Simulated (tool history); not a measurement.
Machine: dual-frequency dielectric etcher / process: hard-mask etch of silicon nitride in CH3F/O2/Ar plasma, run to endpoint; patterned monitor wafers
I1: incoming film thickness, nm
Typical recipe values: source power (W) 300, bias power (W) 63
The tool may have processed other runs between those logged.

{"run": 1, "hour": 0.0, "source power (W)": 260, "bias power (W)": 74, "I1": 45.6, "endpoint time (s)": 83.8}
{"run": 2, "hour": 53.7, "source power (W)": 260, "bias power (W)": 74, "I1": 45.39, "endpoint time (s)": 83.2}
{"run": 3, "hour": 86.3, "source power (W)": 300, "bias power (W)": 63, "I1": 45.31, "endpoint time (s)": 83.8}
{"run": 4, "hour": 145.1, "source power (W)": 300, "bias power (W)": 63, "I1": 45.6, "endpoint time (s)": 83.8}
{"hour": 172.1, "done": "wet clean of the chamber"}
{"run": 5, "hour": 194.7, "source power (W)": 300, "bias power (W)": 63, "I1": 45.57, "endpoint time (s)": 80.1}
{"run": 6, "hour": 235.5, "source power (W)": 300, "bias power (W)": 63, "I1": 45.15, "endpoint time (s)": 79.8}
{"run": 7, "hour": 302.8, "source power (W)": 300, "bias power (W)": 59, "I1": 45.14, "endpoint time (s)": 83}
{"run": 8, "hour": 386.1, "source power (W)": 300, "bias power (W)": 59, "I1": 45.47, "endpoint time (s)": 84}
{"run": 9, "hour": 595.7, "source power (W)": 300, "bias power (W)": 59, "I1": 45.47, "endpoint time (s)": 85.7}
{"run": 10, "hour": 646.9, "source power (W)": 300, "bias power (W)": 52, "I1": 45.11, "endpoint time (s)": 89.6}
{"hour": 763.3, "done": "wet clean of the chamber"}
{"run": 11, "hour": 763.8, "source power (W)": 280, "bias power (W)": 52, "I1": 45.82, "endpoint time (s)": 91.2}
{"run": 12, "hour": 790.6, "source power (W)": 320, "bias power (W)": 75, "I1": 45.11, "endpoint time (s)": 72.3}
{"run": 13, "hour": 898.9, "source power (W)": 320, "bias power (W)": 75, "I1": 45.7, "endpoint time (s)": 73.6}
{"run": 14, "hour": 968.0, "source power (W)": 320, "bias power (W)": 75, "I1": 45.53, "endpoint time (s)": 73.9}
{"run": 15, "hour": 995.4, "source power (W)": 300, "bias power (W)": 63, "I1": 45.78, "endpoint time (s)": 82.4}
{"run": 16, "hour": 1031.1, "source power (W)": 270, "bias power (W)": 71, "I1": 45.42, "endpoint time (s)": 83.5}
{"hour": 1076.9, "done": "upper electrode replaced, of another model than before"}
{"run": 17, "hour": 1092.3, "source power (W)": 280, "bias power (W)": 50, "I1": 45.37, "endpoint time (s)": 94.2}
{"run": 18, "hour": 1151.2, "source power (W)": 300, "bias power (W)": 63, "I1": 45.64, "endpoint time (s)": 83.9}
{"hour": 1165.1, "done": "source power generator calibrated"}
{"run": 19, "hour": 1195.3, "source power (W)": 280, "bias power (W)": 73, "I1": 45.2, "endpoint time (s)": 79}
{"run": 20, "hour": 1240.5, "source power (W)": 340, "bias power (W)": 63, "I1": 45.2, "endpoint time (s)": 80.5}
{"hour": 1257.3, "done": "bias power generator calibrated"}
{"run": 21, "hour": 1268.4, "source power (W)": 300, "bias power (W)": 63, "I1": 45.4, "endpoint time (s)": 84.6}
{"run": 22, "hour": 1317.0, "source power (W)": 220, "bias power (W)": 72, "I1": 45.46, "endpoint time (s)": 85.3}
{"run": 23, "hour": 1383.7, "source power (W)": 370, "bias power (W)": 78, "I1": 45.2, "endpoint time (s)": 71.6}
{"hour": 1428.6, "done": "wet clean of the chamber"}
{"run": 24, "hour": 1429.1, "source power (W)": 240, "bias power (W)": 69, "I1": 45.53, "endpoint time (s)": 80.3}
{"run": 25, "hour": 1447.7, "source power (W)": 270, "bias power (W)": 70, "I1": 45.04, "endpoint time (s)": 76.3}
{"run": 26, "hour": 1489.1, "source power (W)": 300, "bias power (W)": 63, "I1": 45.04, "endpoint time (s)": 80.8}
{"run": 27, "hour": 1553.1, "source power (W)": 240, "bias power (W)": 63, "I1": 45.69, "endpoint time (s)": 86.5}
{"run": 28, "hour": 1581.3, "source power (W)": 300, "bias power (W)": 63, "I1": 45.34, "endpoint time (s)": 81.5}
{"run": 29, "hour": 1640.7, "source power (W)": 360, "bias power (W)": 50, "I1": 45.14, "endpoint time (s)": 87.9}
{"run": 30, "hour": 1675.1, "source power (W)": 220, "bias power (W)": 55, "I1": 45.8, "endpoint time (s)": 96.6}
{"run": 31, "hour": 1743.8, "source power (W)": 330, "bias power (W)": 79, "I1": 45.1, "endpoint time (s)": 71.2}
{"run": 32, "hour": 1802.6, "source power (W)": 300, "bias power (W)": 63, "I1": 45.41, "endpoint time (s)": 82.7}
{"run": 33, "hour": 1856.0, "source power (W)": 350, "bias power (W)": 75, "I1": 45.9, "endpoint time (s)": 73.4}
{"run": 34, "hour": 1886.8, "source power (W)": 220, "bias power (W)": 48, "I1": 45.64, "endpoint time (s)": 105.7}

5 options for the next run, each taken on its own from the tool as it stands now. Forecast them:
{"run": "A", "hour": 1887.2, "source power (W)": 250, "bias power (W)": 63, "I1": 45.76, "endpoint time (s)": "?"}
{"run": "B", "hour": 1887.2, "source power (W)": 230, "bias power (W)": 69, "I1": 45.76, "endpoint time (s)": "?"}
{"run": "C", "hour": 1887.2, "source power (W)": 250, "bias power (W)": 75, "I1": 45.76, "endpoint time (s)": "?"}
{"run": "D", "hour": 1887.2, "source power (W)": 260, "bias power (W)": 78, "I1": 45.76, "endpoint time (s)": "?"}
{"run": "E", "hour": 1887.2, "source power (W)": 300, "bias power (W)": 49, "I1": 45.76, "endpoint time (s)": "?"}

run=A endpoint_time_(s)=86.7
run=B endpoint_time_(s)=84.4
run=C endpoint_time_(s)=79.1
run=D endpoint_time_(s)=76.8
run=E endpoint_time_(s)=94.8
What these runs would have given with no unlogged condition in the tool:
run=A endpoint_time_(s)=83.1
run=B endpoint_time_(s)=80.9
run=C endpoint_time_(s)=75.8
run=D endpoint_time_(s)=73.6
run=E endpoint_time_(s)=90.9
